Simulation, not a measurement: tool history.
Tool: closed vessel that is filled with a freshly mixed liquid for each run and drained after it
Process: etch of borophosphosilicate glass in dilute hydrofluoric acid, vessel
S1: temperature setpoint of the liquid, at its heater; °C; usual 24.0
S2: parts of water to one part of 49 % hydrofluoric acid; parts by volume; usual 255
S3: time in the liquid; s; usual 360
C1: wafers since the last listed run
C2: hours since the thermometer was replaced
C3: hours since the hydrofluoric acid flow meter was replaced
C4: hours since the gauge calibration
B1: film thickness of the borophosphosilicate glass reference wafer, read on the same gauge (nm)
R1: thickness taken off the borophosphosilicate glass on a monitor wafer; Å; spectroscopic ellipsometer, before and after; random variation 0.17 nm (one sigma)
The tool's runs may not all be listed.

run 1 hour=0.0 | S1=26.0 S2=255 S3=360 | C1=0 C2=49.2 C3=376.1 C4=2381.9 | B1=60.04 | R1=545.7
run 2 hour=100.7 | S1=26.0 S2=255 S3=360 | C1=8767 C2=149.9 C3=476.8 C4=2482.6 | B1=60.01 | R1=545.5
-- hour=136.3 gauge calibrated
run 3 hour=155.2 | S1=26.0 S2=255 S3=445 | C1=4745 C2=204.4 C3=531.3 C4=18.9 | B1=59.99 | R1=681.7
run 4 hour=212.8 | S1=26.0 S2=255 S3=445 | C1=5014 C2=262.0 C3=588.9 C4=76.5 | B1=60.01 | R1=679.3
run 5 hour=260.9 | S1=26.0 S2=255 S3=445 | C1=4187 C2=310.1 C3=637.0 C4=124.6 | B1=60.02 | R1=680.5
run 6 hour=334.0 | S1=24.0 S2=255 S3=360 | C1=6364 C2=383.2 C3=710.1 C4=197.7 | B1=60.01 | R1=514.1
-- hour=378.4 hydrofluoric acid flow meter replaced
run 7 hour=398.7 | S1=24.0 S2=255 S3=515 | C1=5546 C2=447.9 C3=20.3 C4=262.4 | B1=60.00 | R1=719.9
run 8 hour=441.0 | S1=24.0 S2=255 S3=360 | C1=3682 C2=490.2 C3=62.6 C4=304.7 | B1=59.98 | R1=507.2
run 9 hour=542.2 | S1=24.0 S2=255 S3=360 | C1=8811 C2=591.4 C3=163.8 C4=405.9 | B1=59.97 | R1=507.5
run 10 hour=581.6 | S1=24.0 S2=255 S3=360 | C1=3430 C2=630.8 C3=203.2 C4=445.3 | B1=60.02 | R1=507.8
run 11 hour=663.2 | S1=24.0 S2=255 S3=360 | C1=7104 C2=712.4 C3=284.8 C4=526.9 | B1=60.00 | R1=511.1
run 12 hour=765.4 | S1=19.0 S2=180 S3=360 | C1=8898 C2=814.6 C3=387.0 C4=629.1 | B1=60.03 | R1=641.0
run 13 hour=811.6 | S1=24.0 S2=255 S3=255 | C1=4022 C2=860.8 C3=433.2 C4=675.3 | B1=60.02 | R1=362.1
run 14 hour=870.3 | S1=22.0 S2=340 S3=150 | C1=5110 C2=919.5 C3=491.9 C4=734.0 | B1=60.00 | R1=136.9
-- hour=913.6 thermometer replaced
run 15 hour=964.5 | S1=24.0 S2=255 S3=360 | C1=8114 C2=50.9 C3=586.1 C4=828.2 | B1=60.03 | R1=514.2
run 16 hour=1052.2 | S1=24.0 S2=255 S3=360 | C1=7635 C2=138.6 C3=673.8 C4=915.9 | B1=60.02 | R1=510.0
run 17 hour=1128.1 | S1=24.0 S2=255 S3=360 | C1=6608 C2=214.5 C3=749.7 C4=991.8 | B1=60.01 | R1=515.1
-- hour=1134.7 hydrofluoric acid flow meter replaced
run 18 hour=1209.8 | S1=27.5 S2=190 S3=260 | C1=7026 C2=296.2 C3=75.1 C4=1073.5 | B1=60.00 | R1=598.8
run 19 hour=1278.3 | S1=19.0 S2=180 S3=360 | C1=5963 C2=364.7 C3=143.6 C4=1142.0 | B1=59.97 | R1=645.7
run 20 hour=1360.3 | S1=25.5 S2=200 S3=535 | C1=7139 C2=446.7 C3=225.6 C4=1224.0 | B1=60.04 | R1=1070.7
run 21 hour=1403.2 | S1=26.5 S2=255 S3=210 | C1=3735 C2=489.6 C3=268.5 C4=1266.9 | B1=60.00 | R1=323.0
run 22 hour=1447.2 | S1=24.0 S2=305 S3=285 | C1=3830 C2=533.6 C3=312.5 C4=1310.9 | B1=59.99 | R1=322.5
run 23 hour=1485.5 | S1=24.0 S2=125 S3=490 | C1=3334 C2=571.9 C3=350.8 C4=1349.2 | B1=60.01 | R1=1629.5
run 24 hour=1524.2 | S1=24.0 S2=255 S3=360 | C1=3369 C2=610.6 C3=389.5 C4=1387.9 | B1=59.98 | R1=512.6
run 25 hour=1792.1 | S1=24.0 S2=255 S3=360 | C1=23324 C2=878.5 C3=657.4 C4=1655.8 | B1=60.02 | R1=515.9
-- hour=1824.5 thermometer replaced
run 26 hour=1868.2 | S1=28.5 S2=255 S3=565 | C1=6538 C2=43.7 C3=733.5 C4=1731.9 | B1=60.00 | R1=942.5
-- hour=1890.9 hydrofluoric acid flow meter replaced
run 27 hour=1937.8 | S1=24.0 S2=360 S3=465 | C1=5972 C2=113.3 C3=46.9 C4=1801.5 | B1=59.99 | R1=416.6
run 28 hour=1977.6 | S1=24.0 S2=255 S3=360 | C1=3465 C2=153.1 C3=86.7 C4=1841.3 | B1=60.01 | R1=504.9
run 29 hour=2022.6 | S1=22.5 S2=175 S3=210 | C1=3917 C2=198.1 C3=131.7 C4=1886.3 | B1=59.97 | R1=444.0
run 30 hour=2129.6 | S1=24.0 S2=255 S3=360 | C1=9315 C2=305.1 C3=238.7 C4=1993.3 | B1=60.01 | R1=512.7
run 31 hour=2236.4 | S1=27.0 S2=325 S3=465 | C1=9298 C2=411.9 C3=345.5 C4=2100.1 | B1=59.98 | R1=532.5

Forecast each of these 4 alternatives for the next run:
run A hour=2237.1 | S1=26.5 S2=255 S3=360 | C1=60 C2=412.6 C3=346.2 C4=2100.8 | B1=? | R1=?
run B hour=2237.1 | S1=21.5 S2=295 S3=470 | C1=60 C2=412.6 C3=346.2 C4=2100.8 | B1=? | R1=?
run C hour=2237.1 | S1=21.5 S2=360 S3=150 | C1=60 C2=412.6 C3=346.2 C4=2100.8 | B1=? | R1=?
run D hour=2237.1 | S1=22.5 S2=255 S3=570 | C1=60 C2=412.6 C3=346.2 C4=2100.8 | B1=? | R1=?

run=A B1=59.98 R1=556.2
run=B B1=59.98 R1=505.7
run=C B1=59.98 R1=124.8
run=D B1=59.98 R1=764.0
Without the tool's hidden state the same runs would have given:
run=A R1=549.8
run=B R1=499.9
run=C R1=123.3
run=D R1=755.4
